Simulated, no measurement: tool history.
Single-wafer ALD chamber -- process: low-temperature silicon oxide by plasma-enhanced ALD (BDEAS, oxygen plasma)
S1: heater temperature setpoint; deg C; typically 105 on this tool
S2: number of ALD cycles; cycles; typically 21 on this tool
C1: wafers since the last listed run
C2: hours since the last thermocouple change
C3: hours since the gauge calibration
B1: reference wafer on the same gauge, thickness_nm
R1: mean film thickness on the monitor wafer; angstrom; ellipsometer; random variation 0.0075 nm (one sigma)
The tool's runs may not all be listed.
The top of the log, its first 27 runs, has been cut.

run,day,S1,S2,C1,C2,C3,B1,R1
28,29.762,105,21,232,82.8,849,3.078,29.97
29,31.262,119,25,506,118.8,885,3.081,34.64
# day 32.138: gauge calibrated
30,32.496,105,21,416,148.4,8.6,3.08,29.99
31,33.554,111,19,357,173.8,34,3.079,26.76
32,36.829,110,23,1105,252.4,112.6,3.079,32.45
33,38.125,105,18,437,283.5,143.7,3.079,25.64
34,38.729,111,20,203,298,158.2,3.084,28.19
35,39.408,105,19,229,314.3,174.5,3.079,27.15
36,40.85,105,21,486,348.9,209.1,3.076,30.04
37,41.758,105,21,306,370.7,230.9,3.078,29.98
38,42.692,117,19,315,393.1,253.3,3.081,26.33
39,43.558,105,24,292,413.9,274.1,3.079,34.17
40,44.579,100,20,344,438.4,298.6,3.082,29.13

Alternative continuations, all from the tool just after run 40; predict every row:
A,44.596,109,21,5,438.8,299,?,?
B,44.596,94,25,5,438.8,299,?,?
C,44.596,92,24,5,438.8,299,?,?
D,44.596,118,24,5,438.8,299,?,?
E,44.596,95,25,5,438.8,299,?,?

run,B1,R1
A,3.08,29.73
B,3.08,37.13
C,3.08,35.93
D,3.08,33.36
E,3.08,36.99
The same runs, with their run-to-run variation unchanged, on a tool lacking any hidden condition would have given:
run,R1
A,29.57
B,36.76
C,35.56
D,33.17
E,36.61

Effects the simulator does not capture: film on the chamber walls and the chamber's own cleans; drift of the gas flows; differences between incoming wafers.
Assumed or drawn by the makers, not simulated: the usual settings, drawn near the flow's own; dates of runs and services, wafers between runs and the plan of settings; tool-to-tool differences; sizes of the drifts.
